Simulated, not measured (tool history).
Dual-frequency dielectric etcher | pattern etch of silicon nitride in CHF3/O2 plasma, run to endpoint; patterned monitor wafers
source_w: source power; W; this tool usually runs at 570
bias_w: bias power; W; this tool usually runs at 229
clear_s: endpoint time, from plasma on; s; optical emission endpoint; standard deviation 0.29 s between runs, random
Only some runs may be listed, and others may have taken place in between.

| run | hour | source_w | bias_w | incoming incoming film thickness, nm | clear_s |
|---|---|---|---|---|---|
| 1 | 0.0 | 570 | 229 | 90.9 | 57.5 |
| 2 | 23.3 | 570 | 229 | 91.6 | 58.6 |
| 3 | 37.5 | 620 | 229 | 91.1 | 56.1 |
| 4 | 50.6 | 620 | 229 | 91.0 | 56.3 |
| 5 | 64.4 | 620 | 229 | 92.0 | 57.0 |
| 6 | 88.5 | 570 | 229 | 90.9 | 58.1 |
|  | 141.4 | wet clean of the chamber |
| 7 | 141.9 | 470 | 229 | 91.2 | 63.7 |
| 8 | 142.2 | 440 | 229 | 92.8 | 66.1 |
|  | 150.1 | bias power generator calibrated |
|  | 179.0 | upper electrode replaced |
|  | 186.6 | wet clean of the chamber, repeated, since the last time left the tool worse |
| 9 | 187.1 | 570 | 229 | 91.6 | 56.3 |
| 10 | 195.9 | 490 | 172 | 91.7 | 63.4 |
|  | 205.0 | source power generator calibrated |
| 11 | 224.1 | 630 | 245 | 91.0 | 53.0 |
| 12 | 246.2 | 440 | 208 | 91.2 | 62.0 |
| 13 | 274.0 | 490 | 249 | 91.5 | 57.6 |
| 14 | 289.1 | 530 | 254 | 91.5 | 56.2 |

What if the next run were any one of these 5? Each begins from the tool's condition after run 14:
| A | 289.5 | 570 | 264 | 91.2 | ? |
| B | 289.5 | 490 | 181 | 91.2 | ? |
| C | 289.5 | 690 | 192 | 91.2 | ? |
| D | 289.5 | 570 | 270 | 91.2 | ? |
| E | 289.5 | 640 | 196 | 91.2 | ? |

| run | clear_s |
|---|---|
| A | 54.5 |
| B | 63.1 |
| C | 56.3 |
| D | 54.2 |
| E | 57.2 |
With no hidden state in the tool, these same runs would have given:
| run | clear_s |
|---|---|
| A | 54.4 |
| B | 62.9 |
| C | 56.1 |
| D | 54.0 |
| E | 57.1 |
